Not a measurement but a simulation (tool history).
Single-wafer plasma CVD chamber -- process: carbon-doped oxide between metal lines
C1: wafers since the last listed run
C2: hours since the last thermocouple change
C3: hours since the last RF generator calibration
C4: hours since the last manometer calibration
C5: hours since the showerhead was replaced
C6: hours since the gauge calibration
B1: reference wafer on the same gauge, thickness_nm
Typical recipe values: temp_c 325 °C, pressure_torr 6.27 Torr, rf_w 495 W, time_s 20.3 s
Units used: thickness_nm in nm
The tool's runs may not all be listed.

run 1 hour=0 | temp_c=325 pressure_torr=6.27 rf_w=495 time_s=20.3 | C1=0 C2=1484.9 C3=657.2 C4=1928.2 C5=2645.6 C6=863.2 | B1=129.982 | thickness_nm=106.974
run 2 hour=27.9 | temp_c=325 pressure_torr=6.27 rf_w=495 time_s=20.3 | C1=640 C2=1512.8 C3=685.1 C4=1956.1 C5=2673.5 C6=891.1 | B1=129.974 | thickness_nm=107.157
-- hour=44.9 showerhead replaced, of another model than before
run 3 hour=54.6 | temp_c=325 pressure_torr=6.27 rf_w=495 time_s=20.3 | C1=429 C2=1539.5 C3=711.8 C4=1982.8 C5=9.7 C6=917.8 | B1=129.934 | thickness_nm=106.188
run 4 hour=68.8 | temp_c=325 pressure_torr=6.27 rf_w=420 time_s=20.3 | C1=325 C2=1553.7 C3=726 C4=1997 C5=23.9 C6=932 | B1=129.968 | thickness_nm=100.309
run 5 hour=86.8 | temp_c=325 pressure_torr=6.27 rf_w=495 time_s=20.3 | C1=413 C2=1571.7 C3=744 C4=2015 C5=41.9 C6=950 | B1=129.957 | thickness_nm=106.576
-- hour=108.7 capacitance manometer re-zeroed and calibrated
run 6 hour=109.2 | temp_c=325 pressure_torr=6.27 rf_w=495 time_s=20.3 | C1=330 C2=1594.1 C3=766.4 C4=0.5 C5=64.3 C6=972.4 | B1=129.988 | thickness_nm=106.208
run 7 hour=134.5 | temp_c=335 pressure_torr=4.82 rf_w=495 time_s=20.3 | C1=580 C2=1619.4 C3=791.7 C4=25.8 C5=89.6 C6=997.7 | B1=130.042 | thickness_nm=96.229
run 8 hour=152.6 | temp_c=329 pressure_torr=4.9 rf_w=495 time_s=20.3 | C1=415 C2=1637.5 C3=809.8 C4=43.9 C5=107.7 C6=1015.8 | B1=130.057 | thickness_nm=98.135
run 9 hour=210.6 | temp_c=325 pressure_torr=6.27 rf_w=590 time_s=22.5 | C1=1330 C2=1695.5 C3=867.8 C4=101.9 C5=165.7 C6=1073.8 | B1=129.982 | thickness_nm=126.381
run 10 hour=241.3 | temp_c=311 pressure_torr=7.56 rf_w=495 time_s=23.4 | C1=704 C2=1726.2 C3=898.5 C4=132.6 C5=196.4 C6=1104.5 | B1=130.03 | thickness_nm=132.906
run 11 hour=255.8 | temp_c=325 pressure_torr=6.27 rf_w=425 time_s=20.3 | C1=332 C2=1740.7 C3=913 C4=147.1 C5=210.9 C6=1119 | B1=130.126 | thickness_nm=100.914
run 12 hour=272.9 | temp_c=319 pressure_torr=7.31 rf_w=495 time_s=20.3 | C1=392 C2=1757.8 C3=930.1 C4=164.2 C5=228 C6=1136.1 | B1=130.016 | thickness_nm=111.263
run 13 hour=295.7 | temp_c=325 pressure_torr=6.27 rf_w=495 time_s=20.3 | C1=523 C2=1780.6 C3=952.9 C4=187 C5=250.8 C6=1158.9 | B1=129.969 | thickness_nm=106.939
run 14 hour=327.1 | temp_c=325 pressure_torr=7.07 rf_w=555 time_s=17.2 | C1=720 C2=1812 C3=984.3 C4=218.4 C5=282.2 C6=1190.3 | B1=129.971 | thickness_nm=96.014
-- hour=365.6 thermocouple changed; heater temperature recalibrated
run 15 hour=366.1 | temp_c=316 pressure_torr=6.96 rf_w=440 time_s=19.2 | C1=711 C2=0.5 C3=1023.3 C4=257.4 C5=321.2 C6=1229.3 | B1=130.067 | thickness_nm=104.904
-- hour=391.5 RF generator calibrated
run 16 hour=392 | temp_c=325 pressure_torr=6.27 rf_w=495 time_s=20.3 | C1=410 C2=26.4 C3=0.5 C4=283.3 C5=347.1 C6=1255.2 | B1=130.001 | thickness_nm=109.635
-- hour=401.3 gauge calibrated
run 17 hour=405.6 | temp_c=325 pressure_torr=6.27 rf_w=545 time_s=21.8 | C1=312 C2=40 C3=14.1 C4=296.9 C5=360.7 C6=4.3 | B1=129.973 | thickness_nm=121.393
run 18 hour=441.4 | temp_c=311 pressure_torr=7.56 rf_w=495 time_s=23.4 | C1=821 C2=75.8 C3=49.9 C4=332.7 C5=396.5 C6=40.1 | B1=130.048 | thickness_nm=136.443
run 19 hour=456.6 | temp_c=313 pressure_torr=7.41 rf_w=575 time_s=20.3 | C1=348 C2=91 C3=65.1 C4=347.9 C5=411.7 C6=55.3 | B1=130.051 | thickness_nm=124.728
run 20 hour=481.1 | temp_c=338 pressure_torr=5.83 rf_w=445 time_s=22.7 | C1=562 C2=115.5 C3=89.6 C4=372.4 C5=436.2 C6=79.8 | B1=130.085 | thickness_nm=109.977
run 21 hour=505.6 | temp_c=325 pressure_torr=6.27 rf_w=495 time_s=20.3 | C1=562 C2=140 C3=114.1 C4=396.9 C5=460.7 C6=104.3 | B1=129.933 | thickness_nm=109.188
run 22 hour=520.2 | temp_c=325 pressure_torr=7.02 rf_w=495 time_s=20.3 | C1=335 C2=154.6 C3=128.7 C4=411.5 C5=475.3 C6=118.9 | B1=130.062 | thickness_nm=109.992
run 23 hour=540.2 | temp_c=315 pressure_torr=7.31 rf_w=495 time_s=20.3 | C1=458 C2=174.6 C3=148.7 C4=431.5 C5=495.3 C6=138.9 | B1=130.086 | thickness_nm=116.221
run 24 hour=570 | temp_c=333 pressure_torr=7.06 rf_w=585 time_s=24.1 | C1=683 C2=204.4 C3=178.5 C4=461.3 C5=525.1 C6=168.7 | B1=130.068 | thickness_nm=135.14
run 25 hour=582.9 | temp_c=325 pressure_torr=6.27 rf_w=495 time_s=20.3 | C1=296 C2=217.3 C3=191.4 C4=474.2 C5=538 C6=181.6 | B1=129.983 | thickness_nm=108.843
run 26 hour=618.9 | temp_c=311 pressure_torr=6.27 rf_w=430 time_s=21.7 | C1=826 C2=253.3 C3=227.4 C4=510.2 C5=574 C6=217.6 | B1=129.939 | thickness_nm=118.318
run 27 hour=649.1 | temp_c=336 pressure_torr=6.27 rf_w=495 time_s=24.1 | C1=692 C2=283.5 C3=257.6 C4=540.4 C5=604.2 C6=247.8 | B1=129.99 | thickness_nm=123.681
run 28 hour=681.8 | temp_c=325 pressure_torr=6.27 rf_w=495 time_s=21.7 | C1=750 C2=316.2 C3=290.3 C4=573.1 C5=636.9 C6=280.5 | B1=130.096 | thickness_nm=115.395

Below are 4 alternative next runs, each starting from the tool's condition after run 28. Predict each:
run A hour=682.2 | temp_c=325 pressure_torr=6.27 rf_w=495 time_s=20.3 | C1=9 C2=316.6 C3=290.7 C4=573.5 C5=637.3 C6=280.9 | B1=? | thickness_nm=?
run B hour=682.2 | temp_c=329 pressure_torr=6.27 rf_w=495 time_s=22.7 | C1=9 C2=316.6 C3=290.7 C4=573.5 C5=637.3 C6=280.9 | B1=? | thickness_nm=?
run C hour=682.2 | temp_c=325 pressure_torr=7.07 rf_w=495 time_s=20.3 | C1=9 C2=316.6 C3=290.7 C4=573.5 C5=637.3 C6=280.9 | B1=? | thickness_nm=?
run D hour=682.2 | temp_c=325 pressure_torr=6.27 rf_w=495 time_s=18.4 | C1=9 C2=316.6 C3=290.7 C4=573.5 C5=637.3 C6=280.9 | B1=? | thickness_nm=?

run=A B1=129.951 thickness_nm=108.363
run=B B1=129.951 thickness_nm=119.041
run=C B1=129.951 thickness_nm=109.963
run=D B1=129.951 thickness_nm=98.385
Had the tool no hidden state, the same runs would have come out as:
run=A thickness_nm=109.434
run=B thickness_nm=120.134
run=C thickness_nm=111.05
run=D thickness_nm=99.357
